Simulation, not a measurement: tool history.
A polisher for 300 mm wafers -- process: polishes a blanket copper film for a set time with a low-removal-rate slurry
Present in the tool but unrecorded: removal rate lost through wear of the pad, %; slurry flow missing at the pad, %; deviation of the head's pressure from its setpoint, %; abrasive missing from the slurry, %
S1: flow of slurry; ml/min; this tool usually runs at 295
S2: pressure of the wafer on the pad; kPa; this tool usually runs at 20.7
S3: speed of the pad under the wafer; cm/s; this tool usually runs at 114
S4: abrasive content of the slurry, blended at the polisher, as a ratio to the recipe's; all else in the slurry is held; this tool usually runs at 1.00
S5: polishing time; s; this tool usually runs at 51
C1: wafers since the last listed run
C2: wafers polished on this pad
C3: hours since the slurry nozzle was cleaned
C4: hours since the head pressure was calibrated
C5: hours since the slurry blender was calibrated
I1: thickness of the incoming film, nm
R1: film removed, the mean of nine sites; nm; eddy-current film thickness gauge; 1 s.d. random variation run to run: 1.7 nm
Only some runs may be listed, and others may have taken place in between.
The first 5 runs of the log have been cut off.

run 6 day=8.733 | S1=295 S2=20.7 S3=114 S4=1.00 S5=51 | C1=166 C2=673 C3=359.4 C4=80.3 C5=325.1 | I1=610.4 | R1=155.0
-- day=9.129 slurry nozzle cleaned
run 7 day=10.079 | S1=295 S2=20.7 S3=114 S4=1.10 S5=51 | C1=356 C2=1030 C3=22.8 C4=112.6 C5=357.4 | I1=608.9 | R1=158.5
run 8 day=10.671 | S1=295 S2=20.7 S3=114 S4=1.10 S5=51 | C1=161 C2=1192 C3=37.0 C4=126.8 C5=371.6 | I1=606.5 | R1=157.5
run 9 day=11.617 | S1=295 S2=20.7 S3=114 S4=1.00 S5=51 | C1=258 C2=1450 C3=59.7 C4=149.5 C5=394.3 | I1=613.6 | R1=150.7
run 10 day=12.367 | S1=320 S2=15.9 S3=98 S4=1.00 S5=51 | C1=205 C2=1655 C3=77.7 C4=167.5 C5=412.3 | I1=601.4 | R1=103.7
run 11 day=13.512 | S1=360 S2=20.7 S3=114 S4=1.00 S5=46 | C1=313 C2=1969 C3=105.2 C4=195.0 C5=439.8 | I1=613.3 | R1=139.8
run 12 day=14.496 | S1=295 S2=25.5 S3=74 S4=1.10 S5=68 | C1=268 C2=2238 C3=128.8 C4=218.6 C5=463.4 | I1=604.7 | R1=165.7
run 13 day=15.508 | S1=295 S2=20.7 S3=114 S4=1.00 S5=51 | C1=276 C2=2514 C3=153.1 C4=242.9 C5=487.7 | I1=617.7 | R1=149.7
-- day=16.429 worn pad replaced by a new one
run 14 day=16.450 | S1=345 S2=20.7 S3=146 S4=1.00 S5=51 | C1=211 C2=5 C3=175.7 C4=265.5 C5=510.3 | I1=607.8 | R1=190.4
-- day=16.804 slurry blender recalibrated
run 15 day=17.125 | S1=295 S2=20.7 S3=114 S4=1.00 S5=51 | C1=161 C2=166 C3=191.9 C4=281.7 C5=7.7 | I1=616.1 | R1=159.7
run 16 day=17.762 | S1=380 S2=20.7 S3=114 S4=1.00 S5=59 | C1=174 C2=341 C3=207.2 C4=297.0 C5=23.0 | I1=609.2 | R1=188.2
-- day=20.746 head pressure recalibrated
run 17 day=20.908 | S1=235 S2=20.7 S3=114 S4=1.15 S5=43 | C1=837 C2=1178 C3=282.7 C4=3.9 C5=98.5 | I1=601.2 | R1=138.2
run 18 day=22.054 | S1=295 S2=20.7 S3=130 S4=1.00 S5=51 | C1=313 C2=1491 C3=310.2 C4=31.4 C5=126.0 | I1=607.8 | R1=182.9
run 19 day=23.162 | S1=295 S2=20.7 S3=114 S4=1.00 S5=51 | C1=303 C2=1794 C3=336.8 C4=58.0 C5=152.6 | I1=611.8 | R1=160.2
run 20 day=23.704 | S1=295 S2=20.7 S3=114 S4=1.00 S5=51 | C1=148 C2=1942 C3=349.8 C4=71.0 C5=165.6 | I1=610.0 | R1=156.9

What will run 21 give?
run 21 day=24.233 | S1=385 S2=20.7 S3=114 S4=1.10 S5=51 | C1=144 C2=2087 C3=362.5 C4=83.7 C5=178.3 | I1=615.6 | R1=?

{"run 21": {"R1": 168.9}}
Were there no unlogged condition in the tool, this run, its random variation unchanged, would have produced R1 170.4 nm.
